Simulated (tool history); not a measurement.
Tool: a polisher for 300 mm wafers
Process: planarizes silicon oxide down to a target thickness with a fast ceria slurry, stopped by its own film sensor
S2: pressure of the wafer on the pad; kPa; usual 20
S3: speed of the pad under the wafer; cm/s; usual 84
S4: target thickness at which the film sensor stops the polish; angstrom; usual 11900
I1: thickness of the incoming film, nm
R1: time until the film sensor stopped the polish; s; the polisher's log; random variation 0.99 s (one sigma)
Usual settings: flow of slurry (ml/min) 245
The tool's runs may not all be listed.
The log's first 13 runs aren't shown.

{"run": 14, "hour": 175.3, "flow of slurry (ml/min)": 245, "S2": 23.4, "S3": 84, "S4": 11900, "I1": 2309.6, "R1": 57.9}
{"run": 15, "hour": 209.7, "flow of slurry (ml/min)": 245, "S2": 25.5, "S3": 102, "S4": 9350, "I1": 2313.6, "R1": 57.9}
{"run": 16, "hour": 224.7, "flow of slurry (ml/min)": 280, "S2": 17.9, "S3": 74, "S4": 10590, "I1": 2298.7, "R1": 93.3}
{"run": 17, "hour": 241.3, "flow of slurry (ml/min)": 185, "S2": 20, "S3": 84, "S4": 14960, "I1": 2309.5, "R1": 54}
{"hour": 249.7, "done": "worn pad replaced by a new one"}
{"run": 18, "hour": 256.5, "flow of slurry (ml/min)": 245, "S2": 24.8, "S3": 70, "S4": 10760, "I1": 2309.8, "R1": 69.3}
{"run": 19, "hour": 266.4, "flow of slurry (ml/min)": 245, "S2": 20, "S3": 84, "S4": 11900, "I1": 2299.7, "R1": 67.1}
{"run": 20, "hour": 283.9, "flow of slurry (ml/min)": 190, "S2": 20, "S3": 60, "S4": 14270, "I1": 2267.7, "R1": 70.8}
{"run": 21, "hour": 295.6, "flow of slurry (ml/min)": 245, "S2": 20, "S3": 84, "S4": 11900, "I1": 2305.6, "R1": 70.1}
{"hour": 304.5, "done": "head pressure recalibrated"}
{"run": 22, "hour": 305.0, "flow of slurry (ml/min)": 245, "S2": 23.4, "S3": 84, "S4": 11900, "I1": 2280.8, "R1": 58.7}
{"run": 23, "hour": 321.3, "flow of slurry (ml/min)": 190, "S2": 22.1, "S3": 84, "S4": 14580, "I1": 2322.2, "R1": 52.3}
{"hour": 330.6, "done": "slurry nozzle cleaned"}
{"run": 24, "hour": 336.3, "flow of slurry (ml/min)": 245, "S2": 20, "S3": 84, "S4": 14830, "I1": 2289.2, "R1": 48.5}
{"run": 25, "hour": 352.6, "flow of slurry (ml/min)": 245, "S2": 20, "S3": 84, "S4": 10390, "I1": 2321.1, "R1": 76.6}
{"run": 26, "hour": 362.9, "flow of slurry (ml/min)": 245, "S2": 20, "S3": 84, "S4": 11900, "I1": 2305.4, "R1": 67.8}
{"hour": 367.1, "done": "worn pad replaced by a new one"}
{"run": 27, "hour": 370.5, "flow of slurry (ml/min)": 245, "S2": 20, "S3": 84, "S4": 11900, "I1": 2343, "R1": 68.2}
{"run": 28, "hour": 419.8, "flow of slurry (ml/min)": 245, "S2": 20, "S3": 84, "S4": 11900, "I1": 2292.3, "R1": 67.7}
{"run": 29, "hour": 430.3, "flow of slurry (ml/min)": 245, "S2": 20, "S3": 84, "S4": 11900, "I1": 2304, "R1": 67.1}
{"run": 30, "hour": 446.7, "flow of slurry (ml/min)": 280, "S2": 20, "S3": 84, "S4": 13190, "I1": 2284.2, "R1": 58.3}
{"run": 31, "hour": 481.2, "flow of slurry (ml/min)": 285, "S2": 17.9, "S3": 84, "S4": 11900, "I1": 2308.9, "R1": 75.5}
{"hour": 487.5, "done": "worn pad replaced by a new one"}
{"run": 32, "hour": 489.5, "flow of slurry (ml/min)": 245, "S2": 25.5, "S3": 84, "S4": 10620, "I1": 2326, "R1": 59.8}
{"run": 33, "hour": 507.0, "flow of slurry (ml/min)": 295, "S2": 20, "S3": 84, "S4": 8650, "I1": 2312.2, "R1": 87.5}
{"run": 34, "hour": 520.8, "flow of slurry (ml/min)": 205, "S2": 17.9, "S3": 98, "S4": 8060, "I1": 2265.1, "R1": 88.9}
{"run": 35, "hour": 538.5, "flow of slurry (ml/min)": 245, "S2": 20, "S3": 84, "S4": 11900, "I1": 2303, "R1": 68.5}
{"run": 36, "hour": 545.6, "flow of slurry (ml/min)": 245, "S2": 20, "S3": 84, "S4": 14720, "I1": 2278.9, "R1": 49.3}
{"run": 37, "hour": 560.3, "flow of slurry (ml/min)": 305, "S2": 20, "S3": 96, "S4": 13640, "I1": 2315.5, "R1": 51}

4 ways to go on from here, each from the tool as it stands after run 37. What would each give?
{"run": "A", "hour": 560.7, "flow of slurry (ml/min)": 245, "S2": 13.8, "S3": 84, "S4": 11900, "I1": 2339.3, "R1": "?"}
{"run": "B", "hour": 560.7, "flow of slurry (ml/min)": 185, "S2": 20, "S3": 56, "S4": 14670, "I1": 2339.3, "R1": "?"}
{"run": "C", "hour": 560.7, "flow of slurry (ml/min)": 320, "S2": 20, "S3": 74, "S4": 11900, "I1": 2339.3, "R1": "?"}
{"run": "D", "hour": 560.7, "flow of slurry (ml/min)": 245, "S2": 24.1, "S3": 114, "S4": 11900, "I1": 2339.3, "R1": "?"}

run=A R1=106.2
run=B R1=78.2
run=C R1=78
run=D R1=47.6
Without the tool's hidden state the same runs would have given:
run=A R1=104.1
run=B R1=76.1
run=C R1=76.8
run=D R1=46.7

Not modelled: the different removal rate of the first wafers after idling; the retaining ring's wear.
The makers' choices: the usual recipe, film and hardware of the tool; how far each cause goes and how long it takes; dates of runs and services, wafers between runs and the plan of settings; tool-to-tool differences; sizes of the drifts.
